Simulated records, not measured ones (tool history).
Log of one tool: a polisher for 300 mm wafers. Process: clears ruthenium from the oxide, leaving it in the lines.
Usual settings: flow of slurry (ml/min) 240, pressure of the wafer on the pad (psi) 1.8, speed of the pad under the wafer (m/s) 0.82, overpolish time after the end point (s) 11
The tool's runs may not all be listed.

run,hour,flow of slurry (ml/min),pressure of the wafer on the pad (psi),speed of the pad under the wafer (m/s),overpolish time after the end point (s),"incoming thickness of the incoming film, nm",time until the end point was called (s)
1,0,240,1.6,0.82,11,124.9,155.6
# hour 40.2: worn pad replaced by a new one
2,93.1,240,1.8,0.82,11,124.7,133.1
3,153.7,240,1.8,0.82,11,126.3,137
4,197.9,240,1.5,0.82,11,124.4,153.8
5,258,240,1.8,0.96,11,124,117.1
6,374.5,240,1.8,0.82,11,124.9,144.5
# hour 376.9: slurry nozzle cleaned
7,469.7,240,1.8,0.82,11,124.8,149
# hour 486.9: worn pad replaced by a new one
8,550.9,240,1.8,0.82,11,125.1,131.8
9,621.7,240,1.8,0.82,11,122.5,132.1
10,674.6,240,1.8,0.82,11,125,137.3
11,764.6,240,1.8,0.82,11,126,140
# hour 773.4: slurry nozzle cleaned
# hour 787.8: head pressure recalibrated
# hour 850.5: worn pad replaced by a new one
12,851,240,1.8,0.82,11,125.9,133.7
13,927.6,240,1.8,0.82,11,124.6,131.9
14,984.7,240,1.8,0.82,11,122.2,128.9
15,1075.1,240,1.8,0.82,11,124.8,136.7
16,1148.2,240,1.8,0.82,11,125.5,138.2
# hour 1238.2: slurry nozzle cleaned
17,1252.3,240,1.8,0.98,11,127.3,126.3
# hour 1275.2: worn pad replaced by a new one
18,1309.5,240,1.8,0.92,11,123.7,119
19,1363.2,205,1.3,0.72,11,125.7,195.5
20,1438.8,240,1.8,0.82,14,125,133.8
# hour 1654.3: slurry nozzle cleaned
21,1705.4,320,1.3,0.9,11,124.6,170.3
# hour 1732.4: worn pad replaced by a new one
22,1778.9,315,2.3,0.64,7,124.6,132.8
23,1864.1,185,1.5,0.82,17,124.2,157.8
24,1928,240,1.8,1,11,125.3,114.6
25,1975.9,275,1.8,0.72,15,125.6,154.2
26,2053.8,180,2.1,0.92,11,125.2,117.7

3 ways to go on from here, each from the tool as it stands after run 26. What would each give?
A,2054.3,240,1.8,0.72,11,123.8,?
B,2054.3,275,1.5,1,5,123.8,?
C,2054.3,160,1.8,0.82,11,123.8,?

run,time until the end point was called (s)
A,157
B,133.7
C,146.5
With the hidden condition removed and each run's random variation left untouched, the same runs would have given:
run,time until the end point was called (s)
A,144
B,122.6
C,134.3

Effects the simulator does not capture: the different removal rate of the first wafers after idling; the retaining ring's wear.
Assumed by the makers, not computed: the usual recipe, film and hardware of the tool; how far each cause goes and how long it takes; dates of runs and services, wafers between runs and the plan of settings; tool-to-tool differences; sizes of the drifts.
